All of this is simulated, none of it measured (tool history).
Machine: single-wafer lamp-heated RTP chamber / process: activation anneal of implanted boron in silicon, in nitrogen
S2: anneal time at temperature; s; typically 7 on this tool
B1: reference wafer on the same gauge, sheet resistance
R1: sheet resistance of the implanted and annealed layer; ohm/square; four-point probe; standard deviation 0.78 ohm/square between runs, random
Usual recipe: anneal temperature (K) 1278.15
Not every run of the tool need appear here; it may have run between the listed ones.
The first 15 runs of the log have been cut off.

Run 16, hour 365.7: usual settings; B1 446.26. Result: R1 522.30 ohm/square.
At hour 379.6: pyrometer window cleaned and pyrometer calibrated.
Run 17, hour 399.6: usual settings; B1 446.27. Result: R1 521.00 ohm/square.
Run 18, hour 425.8: usual settings; B1 446.65. Result: R1 522.82 ohm/square.
Run 19, hour 457.2: usual settings but anneal temperature (K) 1251.15; B1 446.55. Result: R1 531.48 ohm/square.
Run 20, hour 482.6: usual settings but anneal temperature (K) 1264.15; B1 446.66. Result: R1 526.27 ohm/square.
Run 21, hour 510.8: usual settings; B1 446.86. Result: R1 522.10 ohm/square.
Run 22, hour 542.6: usual settings but anneal temperature (K) 1269.15, S2 5 s; B1 446.97. Result: R1 524.96 ohm/square.
Run 23, hour 568.5: usual settings; B1 447.29. Result: R1 523.02 ohm/square.
At hour 598.6: pyrometer window cleaned and pyrometer calibrated.
Run 24, hour 599.1: usual settings but anneal temperature (K) 1261.15, S2 3 s; B1 447.43. Result: R1 529.53 ohm/square.
At hour 640.6: reflector plate cleaned.
Run 25, hour 687.8: usual settings but anneal temperature (K) 1292.15, S2 4 s; B1 447.66. Result: R1 523.08 ohm/square.
At hour 694.0: gauge calibrated.
Run 26, hour 707.2: usual settings but anneal temperature (K) 1249.15; B1 444.09. Result: R1 528.60 ohm/square.
Run 27, hour 722.1: usual settings; B1 444.08. Result: R1 519.50 ohm/square.
Run 28, hour 746.5: usual settings but anneal temperature (K) 1251.15, S2 4 s; B1 444.12. Result: R1 529.39 ohm/square.
At hour 816.0: pyrometer window cleaned and pyrometer calibrated.
Run 29, hour 816.5: usual settings; B1 444.18. Result: R1 520.50 ohm/square.
Run 30, hour 848.9: usual settings but anneal temperature (K) 1263.15, S2 11 s; B1 444.19. Result: R1 519.32 ohm/square.
Run 31, hour 865.1: usual settings but anneal temperature (K) 1258.15, S2 9 s; B1 444.00. Result: R1 521.58 ohm/square.
At hour 971.1: reflector plate cleaned.
Run 32, hour 971.6: usual settings but S2 4 s; B1 444.43. Result: R1 519.96 ohm/square.
Run 33, hour 992.1: usual settings but anneal temperature (K) 1254.15; B1 444.21. Result: R1 525.78 ohm/square.
Run 34, hour 1005.5: usual settings but anneal temperature (K) 1248.15, S2 9 s; B1 444.19. Result: R1 526.67 ohm/square.
Run 35, hour 1030.3: usual settings; B1 444.65. Result: R1 519.08 ohm/square.
At hour 1049.2: pyrometer window cleaned and pyrometer calibrated.
Run 36, hour 1052.2: usual settings but anneal temperature (K) 1288.15, S2 4 s; B1 444.57. Result: R1 520.01 ohm/square.

4 ways to go on from here, each from the tool as it stands after run 36. What would each give?
Run A, hour 1052.6: usual settings; B1 ?. Result: R1 ?.
Run B, hour 1052.6: usual settings but anneal temperature (K) 1307.15, S2 9 s; B1 ?. Result: R1 ?.
Run C, hour 1052.6: usual settings but anneal temperature (K) 1297.15, S2 5 s; B1 ?. Result: R1 ?.
Run D, hour 1052.6: usual settings but anneal temperature (K) 1252.15, S2 10 s; B1 ?. Result: R1 ?.

run      B1      R1
  A  444.37  518.86
  B  444.37  514.08
  C  444.37  517.17
  D  444.37  524.76
The same runs, with their run-to-run variation unchanged, on a tool lacking any hidden condition would have given:
run      R1
  A  518.38
  B  513.60
  C  516.69
  D  524.28
